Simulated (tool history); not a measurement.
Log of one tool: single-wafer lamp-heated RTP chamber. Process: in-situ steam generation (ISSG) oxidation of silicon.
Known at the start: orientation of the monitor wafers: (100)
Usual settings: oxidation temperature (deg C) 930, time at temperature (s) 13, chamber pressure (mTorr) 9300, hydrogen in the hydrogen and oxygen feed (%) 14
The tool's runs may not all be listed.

run    hour  oxidation temperature (deg C)  time at temperature (s)  chamber pressure (mTorr)  hydrogen in the hydrogen and oxygen feed (%)  wafers since the last listed run  wafers since the last pyrometer calibration  hours since the pressure gauge was zeroed  hours since the hydrogen flow controller was replaced  hours since the gauge calibration  read-back reference wafer on the same gauge, thickness  oxide thickness on the monitor wafer (Å)
  1       0                            930                       13                      9300                                            11                                 0                                          881                                      815.1                                                 2836.9                             1383.1                                                   3.032                                     30.51
  2    47.4                            930                       13                      9300                                            11                               241                                         1122                                      862.5                                                 2884.3                             1430.5                                                    3.03                                     30.59
  3   133.9                            930                       13                      9300                                            11                               440                                         1563                                        949                                                 2970.8                               1517                                                    3.03                                     30.66
  4   220.3                            936                       13                      9300                                            14                               439                                         2002                                     1035.4                                                 3057.2                             1603.4                                                    3.03                                     32.82
  5   293.6                            936                       13                      9300                                            14                               373                                         2375                                     1108.7                                                 3130.5                             1676.7                                                   3.031                                     32.68
  6   367.7                            930                       17                      8200                                            14                               377                                         2753                                     1182.8                                                 3204.6                             1750.8                                                   3.029                                     36.01
      572.7  -- pyrometer window cleaned and pyrometer calibrated
  7   606.8                            941                       13                      9300                                            14                              1176                                          173                                     1421.9                                                 3443.7                             1989.9                                                   3.031                                     32.99
  8   741.6                            941                       13                      9300                                            14                               686                                          859                                     1556.7                                                 3578.5                             2124.7                                                   3.029                                     33.06
  9     805                            941                       13                      9300                                            14                               322                                         1182                                     1620.1                                                 3641.9                             2188.1                                                   3.027                                     33.23
 10   908.4                            930                       13                     10100                                            14                               526                                         1708                                     1723.5                                                 3745.3                             2291.5                                                    3.03                                     31.95
 11     979                            930                       13                     10100                                            14                               359                                         2068                                     1794.1                                                 3815.9                             2362.1                                                   3.031                                        32
 12  1059.2                            912                       13                     10200                                            11                               408                                         2476                                     1874.3                                                 3896.1                             2442.3                                                   3.028                                     29.32
 13    1146                            930                       13                      8200                                            14                               441                                         2918                                     1961.1                                                 3982.9                             2529.1                                                    3.03                                     32.75
 14  1230.9                            930                       13                      9300                                            21                               432                                         3350                                       2046                                                 4067.8                               2614                                                   3.029                                     35.76
     1353.8  -- pyrometer window cleaned and pyrometer calibrated
 15  1488.6                            930                       10                     10200                                            23                              1271                                          686                                     2303.7                                                 4325.5                             2871.7                                                    3.03                                     32.55
 16  1558.9                            922                       16                      9300                                            14                               357                                         1044                                       2374                                                 4395.8                               2942                                                   3.031                                     34.38
 17  1645.7                            930                       13                      9300                                            14                               441                                         1485                                     2460.8                                                 4482.6                             3028.8                                                   3.031                                     32.56
 18  1718.7                            930                       13                      9300                                            11                               371                                         1857                                     2533.8                                                 4555.6                             3101.8                                                    3.03                                     30.78
     1773.9  -- pressure gauge zeroed
 19  1824.2                            942                       18                     10200                                            11                               496                                         2353                                       50.3                                                 4661.1                             3207.3                                                    3.03                                     35.82
 20  1906.8                            930                       13                      9300                                            14                               420                                         2774                                      132.9                                                 4743.7                             3289.9                                                    3.03                                     32.51
     1940.6  -- hydrogen flow controller replaced
 21  1974.6                            930                       12                      9300                                            14                               304                                         3078                                      200.7                                                     34                             3357.7                                                   3.029                                     31.38
 22  2027.3                            930                        8                      9300                                            14                               268                                         3346                                      253.4                                                   86.7                             3410.4                                                   3.029                                     27.19
 23  2111.6                            917                        9                      8600                                            14                               429                                         3776                                      337.7                                                    171                             3494.7                                                    3.03                                     27.83
     2113.9  -- gauge calibrated
     2142.8  -- pyrometer window cleaned and pyrometer calibrated
 24  2433.4                            941                        9                      8500                                            21                              1597                                         1479                                      659.5                                                  492.8                              319.5                                                   3.031                                     31.86
 25  2513.1                            936                       10                      9300                                            19                               405                                         1885                                      739.2                                                  572.5                              399.2                                                    3.03                                      31.7
 26  2611.5                            912                       13                      8400                                            14                               500                                         2386                                      837.6                                                  670.9                              497.6                                                    3.03                                      31.2
 27  2696.6                            930                       13                     10200                                            14                               433                                         2819                                      922.7                                                    756                              582.7                                                   3.032                                     31.81
 28  2735.7                            930                       13                      9300                                            14                               199                                         3018                                      961.8                                                  795.1                              621.8                                                   3.032                                     32.29
 29  2819.7                            930                       13                      8300                                            14                               427                                         3445                                     1045.8                                                  879.1                              705.8                                                   3.029                                     32.56
     2843.9  -- pyrometer window cleaned and pyrometer calibrated
 30  2899.9                            938                        8                      9700                                            18                               367                                          284                                       1126                                                  959.3                                786                                                   3.027                                     28.79
 31  2987.3                            930                       18                      9300                                            11                               444                                          729                                     1213.4                                                 1046.7                              873.4                                                    3.03                                     34.52
 32  3081.5                            930                       13                      9300                                            14                               479                                         1209                                     1307.6                                                 1140.9                              967.6                                                   3.028                                     32.11

3 ways to go on from here, each from the tool as it stands after run 32. What would each give?
  A  3081.9                            930                       13                      8600                                            14                                 2                                         1211                                       1308                                                 1141.3                                968                                                       ?                                         ?
  B  3081.9                            937                       13                      9300                                            14                                 2                                         1211                                       1308                                                 1141.3                                968                                                       ?                                         ?
  C  3081.9                            921                       13                      9300                                            14                                 2                                         1211                                       1308                                                 1141.3                                968                                                       ?                                         ?

run  read-back reference wafer on the same gauge, thickness  oxide thickness on the monitor wafer (Å)
  A                                                   3.028                                     32.36
  B                                                   3.028                                     32.69
  C                                                   3.028                                     31.56
Without the tool's hidden state the same runs would have given:
run  oxide thickness on the monitor wafer (Å)
  A                                     32.28
  B                                      32.6
  C                                     31.48
